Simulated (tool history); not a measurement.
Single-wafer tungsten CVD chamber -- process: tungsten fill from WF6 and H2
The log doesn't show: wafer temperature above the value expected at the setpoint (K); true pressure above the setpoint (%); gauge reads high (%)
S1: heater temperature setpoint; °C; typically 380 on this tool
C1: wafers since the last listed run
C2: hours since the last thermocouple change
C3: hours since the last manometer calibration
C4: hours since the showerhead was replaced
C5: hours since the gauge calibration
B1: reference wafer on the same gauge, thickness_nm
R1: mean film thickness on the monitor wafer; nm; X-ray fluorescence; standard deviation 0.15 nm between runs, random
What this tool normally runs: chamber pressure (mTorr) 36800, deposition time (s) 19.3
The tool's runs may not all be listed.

run 1 hour=0 | S1=380 chamber_pressure_(mTorr)=30800 deposition_time_(s)=19.3 | C1=0 C2=1006.6 C3=1413.2 C4=8402.3 C5=1849.9 | B1=38.308 | R1=35.464
run 2 hour=75.8 | S1=380 chamber_pressure_(mTorr)=36800 deposition_time_(s)=19.3 | C1=1729 C2=1082.4 C3=1489 C4=8478.1 C5=1925.7 | B1=38.329 | R1=39.081
run 3 hour=121.6 | S1=380 chamber_pressure_(mTorr)=36800 deposition_time_(s)=19.3 | C1=1044 C2=1128.2 C3=1534.8 C4=8523.9 C5=1971.5 | B1=38.255 | R1=39.031
run 4 hour=167.9 | S1=380 chamber_pressure_(mTorr)=36800 deposition_time_(s)=19.3 | C1=1056 C2=1174.5 C3=1581.1 C4=8570.2 C5=2017.8 | B1=38.337 | R1=38.727
-- hour=210.6 gauge calibrated
run 5 hour=225.9 | S1=380 chamber_pressure_(mTorr)=36800 deposition_time_(s)=19.3 | C1=1323 C2=1232.5 C3=1639.1 C4=8628.2 C5=15.3 | B1=38.306 | R1=38.889
run 6 hour=298.8 | S1=380 chamber_pressure_(mTorr)=36800 deposition_time_(s)=19.3 | C1=1663 C2=1305.4 C3=1712 C4=8701.1 C5=88.2 | B1=38.313 | R1=38.643
-- hour=337.6 showerhead replaced
run 7 hour=366.2 | S1=380 chamber_pressure_(mTorr)=36800 deposition_time_(s)=16.7 | C1=1355 C2=1372.8 C3=1779.4 C4=28.6 C5=155.6 | B1=38.355 | R1=33.322
run 8 hour=453 | S1=380 chamber_pressure_(mTorr)=36800 deposition_time_(s)=16.7 | C1=1980 C2=1459.6 C3=1866.2 C4=115.4 C5=242.4 | B1=38.307 | R1=33.416
run 9 hour=540.2 | S1=380 chamber_pressure_(mTorr)=36800 deposition_time_(s)=19.3 | C1=1989 C2=1546.8 C3=1953.4 C4=202.6 C5=329.6 | B1=38.294 | R1=38.744
run 10 hour=647.5 | S1=380 chamber_pressure_(mTorr)=36800 deposition_time_(s)=15.6 | C1=2447 C2=1654.1 C3=2060.7 C4=309.9 C5=436.9 | B1=38.294 | R1=31.037
-- hour=677 capacitance manometer re-zeroed and calibrated
run 11 hour=721.5 | S1=380 chamber_pressure_(mTorr)=30300 deposition_time_(s)=19.3 | C1=1505 C2=1728.1 C3=44.5 C4=383.9 C5=510.9 | B1=38.274 | R1=34.806
run 12 hour=801.8 | S1=380 chamber_pressure_(mTorr)=36800 deposition_time_(s)=19.3 | C1=1831 C2=1808.4 C3=124.8 C4=464.2 C5=591.2 | B1=38.29 | R1=38.819
run 13 hour=879.3 | S1=385 chamber_pressure_(mTorr)=30700 deposition_time_(s)=21.4 | C1=1768 C2=1885.9 C3=202.3 C4=541.7 C5=668.7 | B1=38.268 | R1=42.492
run 14 hour=945.8 | S1=373 chamber_pressure_(mTorr)=29100 deposition_time_(s)=22.5 | C1=1517 C2=1952.4 C3=268.8 C4=608.2 C5=735.2 | B1=38.305 | R1=34.815
-- hour=1223.7 thermocouple changed; heater temperature recalibrated
run 15 hour=1246.6 | S1=380 chamber_pressure_(mTorr)=36800 deposition_time_(s)=19.3 | C1=6679 C2=22.9 C3=569.6 C4=909 C5=1036 | B1=38.258 | R1=40.429
run 16 hour=1349.7 | S1=373 chamber_pressure_(mTorr)=41500 deposition_time_(s)=19.3 | C1=2352 C2=126 C3=672.7 C4=1012.1 C5=1139.1 | B1=38.251 | R1=37.126
run 17 hour=1443.2 | S1=392 chamber_pressure_(mTorr)=43600 deposition_time_(s)=21 | C1=2133 C2=219.5 C3=766.2 C4=1105.6 C5=1232.6 | B1=38.324 | R1=58.055
run 18 hour=1524.1 | S1=380 chamber_pressure_(mTorr)=44700 deposition_time_(s)=19.3 | C1=1845 C2=300.4 C3=847.1 C4=1186.5 C5=1313.5 | B1=38.277 | R1=43.537
run 19 hour=1601.7 | S1=380 chamber_pressure_(mTorr)=36800 deposition_time_(s)=19.3 | C1=1770 C2=378 C3=924.7 C4=1264.1 C5=1391.1 | B1=38.315 | R1=39.496
run 20 hour=1665.5 | S1=386 chamber_pressure_(mTorr)=32000 deposition_time_(s)=15.8 | C1=1455 C2=441.8 C3=988.5 C4=1327.9 C5=1454.9 | B1=38.311 | R1=33.36
run 21 hour=1703.5 | S1=380 chamber_pressure_(mTorr)=36800 deposition_time_(s)=19.3 | C1=866 C2=479.8 C3=1026.5 C4=1365.9 C5=1492.9 | B1=38.3 | R1=39.325
run 22 hour=1752.9 | S1=380 chamber_pressure_(mTorr)=36800 deposition_time_(s)=19.3 | C1=1126 C2=529.2 C3=1075.9 C4=1415.3 C5=1542.3 | B1=38.287 | R1=39.048
run 23 hour=1796.5 | S1=385 chamber_pressure_(mTorr)=41600 deposition_time_(s)=22.4 | C1=994 C2=572.8 C3=1119.5 C4=1458.9 C5=1585.9 | B1=38.351 | R1=52.956
run 24 hour=1850.8 | S1=380 chamber_pressure_(mTorr)=36800 deposition_time_(s)=19.3 | C1=1238 C2=627.1 C3=1173.8 C4=1513.2 C5=1640.2 | B1=38.307 | R1=38.978
run 25 hour=1925.6 | S1=380 chamber_pressure_(mTorr)=39400 deposition_time_(s)=16.3 | C1=1706 C2=701.9 C3=1248.6 C4=1588 C5=1715 | B1=38.31 | R1=33.892
run 26 hour=2014.3 | S1=380 chamber_pressure_(mTorr)=36800 deposition_time_(s)=19.3 | C1=2023 C2=790.6 C3=1337.3 C4=1676.7 C5=1803.7 | B1=38.307 | R1=38.865
run 27 hour=2058.8 | S1=374 chamber_pressure_(mTorr)=28800 deposition_time_(s)=22.6 | C1=1015 C2=835.1 C3=1381.8 C4=1721.2 C5=1848.2 | B1=38.291 | R1=35.717
run 28 hour=2144.3 | S1=380 chamber_pressure_(mTorr)=36800 deposition_time_(s)=19.3 | C1=1950 C2=920.6 C3=1467.3 C4=1806.7 C5=1933.7 | B1=38.284 | R1=38.755
run 29 hour=2203.3 | S1=391 chamber_pressure_(mTorr)=42700 deposition_time_(s)=17.7 | C1=1345 C2=979.6 C3=1526.3 C4=1865.7 C5=1992.7 | B1=38.29 | R1=46.858
run 30 hour=2245.9 | S1=393 chamber_pressure_(mTorr)=36800 deposition_time_(s)=15.8 | C1=971 C2=1022.2 C3=1568.9 C4=1908.3 C5=2035.3 | B1=38.273 | R1=39.808
run 31 hour=2324.2 | S1=380 chamber_pressure_(mTorr)=42400 deposition_time_(s)=18.1 | C1=1786 C2=1100.5 C3=1647.2 C4=1986.6 C5=2113.6 | B1=38.316 | R1=39.155
run 32 hour=2425.2 | S1=387 chamber_pressure_(mTorr)=36800 deposition_time_(s)=19.3 | C1=2304 C2=1201.5 C3=1748.2 C4=2087.6 C5=2214.6 | B1=38.24 | R1=43.605
-- hour=2476.5 gauge calibrated
run 33 hour=2520 | S1=371 chamber_pressure_(mTorr)=41900 deposition_time_(s)=20.8 | C1=2162 C2=1296.3 C3=1843 C4=2182.4 C5=43.5 | B1=38.351 | R1=37.806
-- hour=2543.5 capacitance manometer re-zeroed and calibrated
run 34 hour=2557.8 | S1=366 chamber_pressure_(mTorr)=42200 deposition_time_(s)=22.1 | C1=679 C2=1334.1 C3=14.3 C4=2220.2 C5=81.3 | B1=38.313 | R1=36.555

State the hidden condition of the tool at each of the runs:
true pressure above the setpoint (%): 0 across all the runs
gauge reads high (%): 0 across all the runs
H1: wafer temperature above the value expected at the setpoint (K)
run=1 H1=-1.77
run=2 H1=-1.83
run=3 H1=-1.87
run=4 H1=-1.91
run=5 H1=-1.95
run=6 H1=-2
run=7 H1=-2.03
run=8 H1=-2.08
run=9 H1=-2.12
run=10 H1=-2.17
run=11 H1=-2.19
run=12 H1=-2.22
run=13 H1=-2.24
run=14 H1=-2.26
run=15 H1=-0.0462
run=16 H1=-0.382
run=17 H1=-0.649
run=18 H1=-0.853
run=19 H1=-1.03
run=20 H1=-1.16
run=21 H1=-1.24
run=22 H1=-1.33
run=23 H1=-1.4
run=24 H1=-1.49
run=25 H1=-1.6
run=26 H1=-1.71
run=27 H1=-1.77
run=28 H1=-1.86
run=29 H1=-1.92
run=30 H1=-1.96
run=31 H1=-2.03
run=32 H1=-2.1
run=33 H1=-2.17
run=34 H1=-2.19
